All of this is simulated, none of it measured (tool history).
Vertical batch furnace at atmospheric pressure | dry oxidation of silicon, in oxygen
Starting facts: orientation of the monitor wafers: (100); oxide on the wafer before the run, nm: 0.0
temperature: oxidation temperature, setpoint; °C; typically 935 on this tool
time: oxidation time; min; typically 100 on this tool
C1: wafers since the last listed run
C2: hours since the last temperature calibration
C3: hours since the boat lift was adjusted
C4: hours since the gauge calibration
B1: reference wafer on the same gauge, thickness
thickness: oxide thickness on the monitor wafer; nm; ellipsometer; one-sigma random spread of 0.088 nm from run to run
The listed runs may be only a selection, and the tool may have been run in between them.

{"run": 1, "hour": 0.0, "temperature": 935, "time": 100, "C1": 0, "C2": 2211.1, "C3": 922.4, "C4": 948.1, "B1": 37.51, "thickness": 43.67}
{"run": 2, "hour": 47.6, "temperature": 935, "time": 100, "C1": 841, "C2": 2258.7, "C3": 970, "C4": 995.7, "B1": 37.49, "thickness": 43.72}
{"run": 3, "hour": 115.3, "temperature": 935, "time": 100, "C1": 1197, "C2": 2326.4, "C3": 1037.7, "C4": 1063.4, "B1": 37.52, "thickness": 43.74}
{"run": 4, "hour": 158.9, "temperature": 935, "time": 100, "C1": 771, "C2": 2370, "C3": 1081.3, "C4": 1107, "B1": 37.51, "thickness": 43.73}
{"run": 5, "hour": 222.1, "temperature": 918, "time": 100, "C1": 1117, "C2": 2433.2, "C3": 1144.5, "C4": 1170.2, "B1": 37.5, "thickness": 36.89}
{"run": 6, "hour": 284.5, "temperature": 927, "time": 100, "C1": 1103, "C2": 2495.6, "C3": 1206.9, "C4": 1232.6, "B1": 37.5, "thickness": 40.43}
{"run": 7, "hour": 392.5, "temperature": 927, "time": 100, "C1": 1909, "C2": 2603.6, "C3": 1314.9, "C4": 1340.6, "B1": 37.5, "thickness": 40.26}
{"run": 8, "hour": 456.7, "temperature": 935, "time": 100, "C1": 1135, "C2": 2667.8, "C3": 1379.1, "C4": 1404.8, "B1": 37.51, "thickness": 43.93}
{"run": 9, "hour": 504.8, "temperature": 935, "time": 100, "C1": 850, "C2": 2715.9, "C3": 1427.2, "C4": 1452.9, "B1": 37.49, "thickness": 43.98}
{"run": 10, "hour": 547.5, "temperature": 916, "time": 132, "C1": 755, "C2": 2758.6, "C3": 1469.9, "C4": 1495.6, "B1": 37.5, "thickness": 43.79}
{"run": 11, "hour": 604.6, "temperature": 916, "time": 132, "C1": 1009, "C2": 2815.7, "C3": 1527, "C4": 1552.7, "B1": 37.5, "thickness": 44.14}
{"run": 12, "hour": 646.7, "temperature": 935, "time": 100, "C1": 744, "C2": 2857.8, "C3": 1569.1, "C4": 1594.8, "B1": 37.53, "thickness": 43.94}
{"run": 13, "hour": 688.2, "temperature": 950, "time": 83, "C1": 733, "C2": 2899.3, "C3": 1610.6, "C4": 1636.3, "B1": 37.5, "thickness": 45.44}
{"run": 14, "hour": 731.4, "temperature": 950, "time": 83, "C1": 763, "C2": 2942.5, "C3": 1653.8, "C4": 1679.5, "B1": 37.53, "thickness": 45.42}
{"run": 15, "hour": 785.0, "temperature": 935, "time": 100, "C1": 947, "C2": 2996.1, "C3": 1707.4, "C4": 1733.1, "B1": 37.53, "thickness": 44.27}
{"run": 16, "hour": 821.0, "temperature": 935, "time": 100, "C1": 636, "C2": 3032.1, "C3": 1743.4, "C4": 1769.1, "B1": 37.52, "thickness": 44.17}
{"run": 17, "hour": 887.9, "temperature": 928, "time": 100, "C1": 1183, "C2": 3099, "C3": 1810.3, "C4": 1836, "B1": 37.48, "thickness": 41.1}
{"run": 18, "hour": 925.2, "temperature": 955, "time": 100, "C1": 659, "C2": 3136.3, "C3": 1847.6, "C4": 1873.3, "B1": 37.48, "thickness": 54.19}
{"run": 19, "hour": 975.8, "temperature": 951, "time": 62.5, "C1": 894, "C2": 3186.9, "C3": 1898.2, "C4": 1923.9, "B1": 37.51, "thickness": 38.04}
{"hour": 1003.9, "done": "gauge calibrated"}
{"run": 20, "hour": 1004.5, "temperature": 935, "time": 100, "C1": 507, "C2": 3215.6, "C3": 1926.9, "C4": 0.6, "B1": 37.46, "thickness": 44.15}
{"hour": 1038.0, "done": "thermocouples replaced and temperature profile calibrated"}
{"hour": 1048.4, "done": "boat lift adjusted"}
{"run": 21, "hour": 1048.9, "temperature": 950, "time": 72.5, "C1": 176, "C2": 10.9, "C3": 0.5, "C4": 45, "B1": 37.5, "thickness": 39.85}
{"run": 22, "hour": 1114.9, "temperature": 913, "time": 52.5, "C1": 1167, "C2": 76.9, "C3": 66.5, "C4": 111, "B1": 37.47, "thickness": 22.17}
{"run": 23, "hour": 1179.1, "temperature": 914, "time": 124.5, "C1": 1135, "C2": 141.1, "C3": 130.7, "C4": 175.2, "B1": 37.51, "thickness": 39.78}
{"run": 24, "hour": 1223.5, "temperature": 920, "time": 143, "C1": 785, "C2": 185.5, "C3": 175.1, "C4": 219.6, "B1": 37.47, "thickness": 46.67}
{"run": 25, "hour": 1258.9, "temperature": 921, "time": 62.5, "C1": 626, "C2": 220.9, "C3": 210.5, "C4": 255, "B1": 37.48, "thickness": 26.88}
{"run": 26, "hour": 1324.8, "temperature": 960, "time": 100, "C1": 1165, "C2": 286.8, "C3": 276.4, "C4": 320.9, "B1": 37.52, "thickness": 54.96}
{"run": 27, "hour": 1351.4, "temperature": 913, "time": 86.5, "C1": 470, "C2": 313.4, "C3": 303, "C4": 347.5, "B1": 37.48, "thickness": 30.89}
{"run": 28, "hour": 1379.8, "temperature": 916, "time": 132, "C1": 502, "C2": 341.8, "C3": 331.4, "C4": 375.9, "B1": 37.48, "thickness": 42.53}
{"run": 29, "hour": 1428.7, "temperature": 935, "time": 100, "C1": 864, "C2": 390.7, "C3": 380.3, "C4": 424.8, "B1": 37.52, "thickness": 42.46}
{"run": 30, "hour": 1469.4, "temperature": 912, "time": 116.5, "C1": 719, "C2": 431.4, "C3": 421, "C4": 465.5, "B1": 37.48, "thickness": 37.37}
{"run": 31, "hour": 1541.2, "temperature": 935, "time": 100, "C1": 1269, "C2": 503.2, "C3": 492.8, "C4": 537.3, "B1": 37.51, "thickness": 42.52}
{"run": 32, "hour": 1611.5, "temperature": 935, "time": 100, "C1": 1243, "C2": 573.5, "C3": 563.1, "C4": 607.6, "B1": 37.49, "thickness": 42.59}
{"run": 33, "hour": 1679.0, "temperature": 954, "time": 100, "C1": 1193, "C2": 641, "C3": 630.6, "C4": 675.1, "B1": 37.46, "thickness": 52.09}
{"run": 34, "hour": 1724.1, "temperature": 921, "time": 142.5, "C1": 797, "C2": 686.1, "C3": 675.7, "C4": 720.2, "B1": 37.45, "thickness": 47.51}

Describe how what the log doesn't record of the tool's condition differs between the last listed run preceding each entry between runs and the first listed run following it.
Between runs 19 and 20: gauge calibrated (hour 1003.9)
  true tube temperature minus thermocouple reading, K: 4.22 -> 4.25
  measured less the result without the state, thickness: +1.64 -> +1.93 nm
Between runs 20 and 21: thermocouples replaced and temperature profile calibrated (hour 1038); boat lift adjusted (hour 1048.4)
  true tube temperature minus thermocouple reading, K: 4.25 -> 0.0815
  measured less the result without the state, thickness: +1.93 -> +0.03 nm

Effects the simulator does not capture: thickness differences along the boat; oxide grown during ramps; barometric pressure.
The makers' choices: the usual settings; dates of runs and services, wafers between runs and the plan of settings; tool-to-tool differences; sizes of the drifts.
